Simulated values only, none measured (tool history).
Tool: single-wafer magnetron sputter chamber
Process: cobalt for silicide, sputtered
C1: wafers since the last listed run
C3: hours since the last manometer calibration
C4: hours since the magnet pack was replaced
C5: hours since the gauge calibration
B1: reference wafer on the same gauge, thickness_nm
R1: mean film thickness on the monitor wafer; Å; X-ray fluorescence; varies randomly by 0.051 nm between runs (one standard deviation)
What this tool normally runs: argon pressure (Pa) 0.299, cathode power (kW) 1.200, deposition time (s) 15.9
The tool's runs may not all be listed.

Run 1, hour 0.0: usual settings; C1 0; wafers on the sputter target 1394; C3 820.7; C4 5086.1; C5 236.9; B1 9.989. Result: R1 91.10 Å.
Run 2, hour 73.8: usual settings; C1 2145; wafers on the sputter target 3539; C3 894.5; C4 5159.9; C5 310.7; B1 9.989. Result: R1 89.41 Å.
Run 3, hour 148.4: usual settings; C1 2168; wafers on the sputter target 5708; C3 969.1; C4 5234.5; C5 385.3; B1 9.973. Result: R1 88.50 Å.
At hour 402.1: sputter target and shields replaced.
Run 4, hour 432.2: usual settings; C1 8017; wafers on the sputter target 875; C3 1252.9; C4 5518.3; C5 669.1; B1 9.961. Result: R1 91.14 Å.
Run 5, hour 534.5: usual settings; C1 2973; wafers on the sputter target 3849; C3 1355.2; C4 5620.6; C5 771.4; B1 9.967. Result: R1 90.22 Å.
Run 6, hour 624.9: usual settings but cathode power (kW) 1.450, deposition time (s) 14.7; C1 2627; wafers on the sputter target 6477; C3 1445.6; C4 5711.0; C5 861.8; B1 9.986. Result: R1 98.46 Å.
Run 7, hour 705.7: usual settings but argon pressure (Pa) 0.252, cathode power (kW) 1.100; C1 2348; wafers on the sputter target 8826; C3 1526.4; C4 5791.8; C5 942.6; B1 9.994. Result: R1 81.12 Å.
At hour 781.1: capacitance manometer re-zeroed and calibrated.
Run 8, hour 784.5: usual settings but argon pressure (Pa) 0.252, cathode power (kW) 1.100; C1 2058; wafers on the sputter target 10884; C3 3.4; C4 5870.6; C5 1021.4; B1 9.993. Result: R1 79.98 Å.
At hour 845.3: sputter target and shields replaced.
Run 9, hour 884.9: usual settings but argon pressure (Pa) 0.252, cathode power (kW) 1.100; C1 2686; wafers on the sputter target 1151; C3 103.8; C4 5971.0; C5 1121.8; B1 9.966. Result: R1 84.55 Å.
Run 10, hour 983.0: usual settings but cathode power (kW) 1.300; C1 2851; wafers on the sputter target 4002; C3 201.9; C4 6069.1; C5 1219.9; B1 9.989. Result: R1 97.65 Å.
Run 11, hour 1072.5: usual settings but cathode power (kW) 1.000, deposition time (s) 17.5; C1 2601; wafers on the sputter target 6604; C3 291.4; C4 6158.6; C5 1309.4; B1 9.974. Result: R1 80.32 Å.
At hour 1096.4: gauge calibrated.
Run 12, hour 1133.9: usual settings but argon pressure (Pa) 0.393; C1 1784; wafers on the sputter target 8389; C3 352.8; C4 6220.0; C5 37.5; B1 9.979. Result: R1 84.24 Å.
Run 13, hour 1231.1: usual settings; C1 2825; wafers on the sputter target 11215; C3 450.0; C4 6317.2; C5 134.7; B1 9.959. Result: R1 85.14 Å.
At hour 1275.2: sputter target and shields replaced.
Run 14, hour 1311.5: usual settings but argon pressure (Pa) 0.252, cathode power (kW) 0.950, deposition time (s) 17.0; C1 2104; wafers on the sputter target 1056; C3 530.4; C4 6397.6; C5 215.1; B1 9.992. Result: R1 78.49 Å.
At hour 1320.9: magnet pack replaced.
Run 15, hour 1372.5: usual settings; C1 1540; wafers on the sputter target 2596; C3 591.4; C4 51.6; C5 276.1; B1 9.965. Result: R1 90.18 Å.
Run 16, hour 1417.4: usual settings but argon pressure (Pa) 0.360, cathode power (kW) 0.950, deposition time (s) 18.1; C1 1305; wafers on the sputter target 3902; C3 636.3; C4 96.5; C5 321.0; B1 9.969. Result: R1 78.98 Å.
Run 17, hour 1515.0: usual settings but argon pressure (Pa) 0.388, cathode power (kW) 1.000, deposition time (s) 18.2; C1 2837; wafers on the sputter target 6739; C3 733.9; C4 194.1; C5 418.6; B1 9.973. Result: R1 81.47 Å.
At hour 1643.0: sputter target and shields replaced.
Run 18, hour 1751.4: usual settings but argon pressure (Pa) 0.235; C1 6639; wafers on the sputter target 3150; C3 970.3; C4 430.5; C5 655.0; B1 9.999. Result: R1 91.62 Å.
Run 19, hour 1805.3: usual settings but deposition time (s) 16.9; C1 1566; wafers on the sputter target 4717; C3 1024.2; C4 484.4; C5 708.9; B1 9.986. Result: R1 95.32 Å.
Run 20, hour 1857.5: usual settings but argon pressure (Pa) 0.340; C1 1517; wafers on the sputter target 6234; C3 1076.4; C4 536.6; C5 761.1; B1 10.003. Result: R1 86.96 Å.
Run 21, hour 1950.1: usual settings but argon pressure (Pa) 0.416, cathode power (kW) 0.900, deposition time (s) 17.5; C1 2691; wafers on the sputter target 8926; C3 1169.0; C4 629.2; C5 853.7; B1 9.979. Result: R1 69.09 Å.
Run 22, hour 2025.8: usual settings but argon pressure (Pa) 0.217; C1 2200; wafers on the sputter target 11127; C3 1244.7; C4 704.9; C5 929.4; B1 9.976. Result: R1 88.67 Å.

Branching from run 22: 3 alternative next runs. What would each branch give?
Run A, hour 2026.2: usual settings but deposition time (s) 13.8; C1 11; wafers on the sputter target 11138; C3 1245.1; C4 705.3; C5 929.8; B1 ?. Result: R1 ?.
Run B, hour 2026.2: usual settings but cathode power (kW) 1.050, deposition time (s) 18.3; C1 11; wafers on the sputter target 11138; C3 1245.1; C4 705.3; C5 929.8; B1 ?. Result: R1 ?.
Run C, hour 2026.2: usual settings but cathode power (kW) 1.350; C1 11; wafers on the sputter target 11138; C3 1245.1; C4 705.3; C5 929.8; B1 ?. Result: R1 ?.

run     B1     R1
  A  9.975  73.77
  B  9.975  85.59
  C  9.975  95.62
Without the tool's unlogged condition, the same runs would have read:
run      R1
  A   79.30
  B   92.02
  C  102.79

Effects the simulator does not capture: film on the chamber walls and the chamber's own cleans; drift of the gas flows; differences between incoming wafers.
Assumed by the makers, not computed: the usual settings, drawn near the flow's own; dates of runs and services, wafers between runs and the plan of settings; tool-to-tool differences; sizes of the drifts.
